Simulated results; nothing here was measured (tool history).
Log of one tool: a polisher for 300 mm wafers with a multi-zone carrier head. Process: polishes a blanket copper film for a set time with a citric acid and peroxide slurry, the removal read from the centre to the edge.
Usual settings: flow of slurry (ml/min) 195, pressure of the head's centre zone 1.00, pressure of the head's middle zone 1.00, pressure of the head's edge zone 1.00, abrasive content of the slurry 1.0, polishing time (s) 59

run	hour	flow of slurry (ml/min)	pressure of the head's centre zone	pressure of the head's middle zone	pressure of the head's edge zone	abrasive content of the slurry	polishing time (s)	incoming thickness of the incoming film, nm	film removed at the wafer's centre (Å)	film removed at mid-radius (Å)	film removed at the wafer's edge (Å)
1	0.0	220	1.00	1.00	1.00	1.0	59	701.0	1677	1612	1577
2	33.4	220	1.00	1.00	1.00	1.0	59	690.9	1672	1589	1573
3	60.3	195	1.00	1.00	1.00	1.0	59	684.9	1625	1569	1546
# hour 92.1: worn pad replaced by a new one
4	106.8	195	1.00	1.00	1.00	1.0	59	699.7	1792	1732	1681
5	204.9	195	1.00	1.00	1.00	1.0	59	699.2	1681	1592	1596
6	235.6	195	1.00	1.00	1.00	1.0	59	702.9	1669	1576	1572
# hour 269.7: centre zone pressure recalibrated
7	305.6	150	1.00	1.00	1.00	1.0	63	711.8	1536	1586	1513
8	364.0	195	1.00	1.00	1.05	0.9	76	708.4	1933	1964	1934
# hour 425.1: slurry nozzle cleaned
# hour 426.1: worn pad replaced by a new one
9	428.8	195	1.00	1.06	1.00	1.0	59	703.2	1772	1852	1763
10	487.5	220	0.89	1.00	0.91	1.0	59	685.4	1529	1710	1571
# hour 529.2: carrier head's membrane replaced by a new one
11	543.8	250	1.00	1.09	0.93	1.0	67	703.7	1948	2086	1803
12	608.4	195	1.04	1.00	1.00	1.0	59	705.3	1704	1589	1559
13	636.2	135	1.10	0.92	1.00	1.0	77	687.0	2115	1787	1897
14	669.9	195	1.12	1.00	1.00	1.0	59	692.2	1794	1588	1538
# hour 743.8: worn pad replaced by a new one
15	744.3	150	1.00	1.00	1.00	1.0	59	706.4	1706	1678	1653
# hour 750.5: edge zone pressure recalibrated
16	950.4	220	1.00	1.00	1.00	1.0	59	706.3	1632	1602	1549
17	984.1	165	1.00	1.00	1.00	0.9	59	688.4	1504	1477	1504

Run 18 comes next. What will it give?
18	1025.3	195	1.00	1.00	1.00	1.2	59	688.5	?	?	?

film removed at the wafer's centre (Å): 1670
film removed at mid-radius (Å): 1623
film removed at the wafer's edge (Å): 1591
Without the tool's hidden state the same run would have given film removed at the wafer's centre (Å) 1823, film removed at mid-radius (Å) 1866, film removed at the wafer's edge (Å) 1828.

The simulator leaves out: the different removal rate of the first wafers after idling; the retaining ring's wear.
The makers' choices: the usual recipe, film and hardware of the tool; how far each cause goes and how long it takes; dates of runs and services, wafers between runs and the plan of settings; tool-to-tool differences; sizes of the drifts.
